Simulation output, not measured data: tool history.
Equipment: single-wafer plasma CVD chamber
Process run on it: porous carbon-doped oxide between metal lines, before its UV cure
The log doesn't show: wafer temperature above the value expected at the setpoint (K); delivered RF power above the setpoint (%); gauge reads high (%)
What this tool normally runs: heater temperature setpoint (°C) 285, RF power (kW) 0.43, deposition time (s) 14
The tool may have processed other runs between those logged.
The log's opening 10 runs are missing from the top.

run   hour  heater temperature setpoint (°C)  RF power (kW)  deposition time (s)  wafers since the last listed run  hours since the last thermocouple change  hours since the last RF generator calibration  hours since the showerhead was replaced  hours since the gauge calibration  read-back reference wafer on the same gauge, thickness_nm  mean film thickness on the monitor wafer (nm)
 11    151                               285           0.43                 15.6                               498                                     796.3                                           1429                                   6066.5                              414.4                                                     81.029                                         86.968
 12  161.7                               285           0.43                 15.6                               331                                       807                                         1439.7                                   6077.2                              425.1                                                     81.166                                         86.421
     162.6  -- gauge calibrated
 13  172.5                               285           0.43                   14                               334                                     817.8                                         1450.5                                     6088                                9.9                                                     81.168                                         78.028
 14    187                               273           0.43                 16.3                               448                                     832.3                                           1465                                   6102.5                               24.4                                                     81.147                                         98.085
     199.6  -- thermocouple changed; heater temperature recalibrated
 15  203.9                               285           0.43                   14                               275                                       4.3                                         1481.9                                   6119.4                               41.3                                                     81.185                                         78.001
 16  249.4                               285           0.49                 15.6                              1408                                      49.8                                         1527.4                                   6164.9                               86.8                                                     81.249                                         97.262
 17  260.4                               272          0.485                 12.5                               340                                      60.8                                         1538.4                                   6175.9                               97.8                                                     81.044                                         84.864
 18  268.9                               285           0.39                 14.9                               263                                      69.3                                         1546.9                                   6184.4                              106.3                                                     81.187                                          75.58
     277.8  -- showerhead replaced
 19  278.3                               279          0.385                 16.2                                43                                      78.7                                         1556.3                                      0.5                              115.7                                                     81.089                                         85.168
     290.7  -- RF generator calibrated
 20  291.2                               285           0.43                   14                               151                                      91.6                                            0.5                                     13.4                              128.6                                                     81.396                                         78.388
 21  307.7                               285          0.485                   14                               510                                     108.1                                             17                                     29.9                              145.1                                                     81.168                                         86.297
 22  322.5                               285           0.43                   14                               458                                     122.9                                           31.8                                     44.7                              159.9                                                     81.241                                         77.997

Run 23 comes next. What will it give?
 23  366.1                               285           0.43                   14                              1349                                     166.5                                           75.4                                     88.3                              203.5                                                          ?                                              ?

read-back reference wafer on the same gauge, thickness_nm: 81.396
mean film thickness on the monitor wafer (nm): 77.588
Without the tool's hidden state the same run would have given mean film thickness on the monitor wafer (nm) 77.588.

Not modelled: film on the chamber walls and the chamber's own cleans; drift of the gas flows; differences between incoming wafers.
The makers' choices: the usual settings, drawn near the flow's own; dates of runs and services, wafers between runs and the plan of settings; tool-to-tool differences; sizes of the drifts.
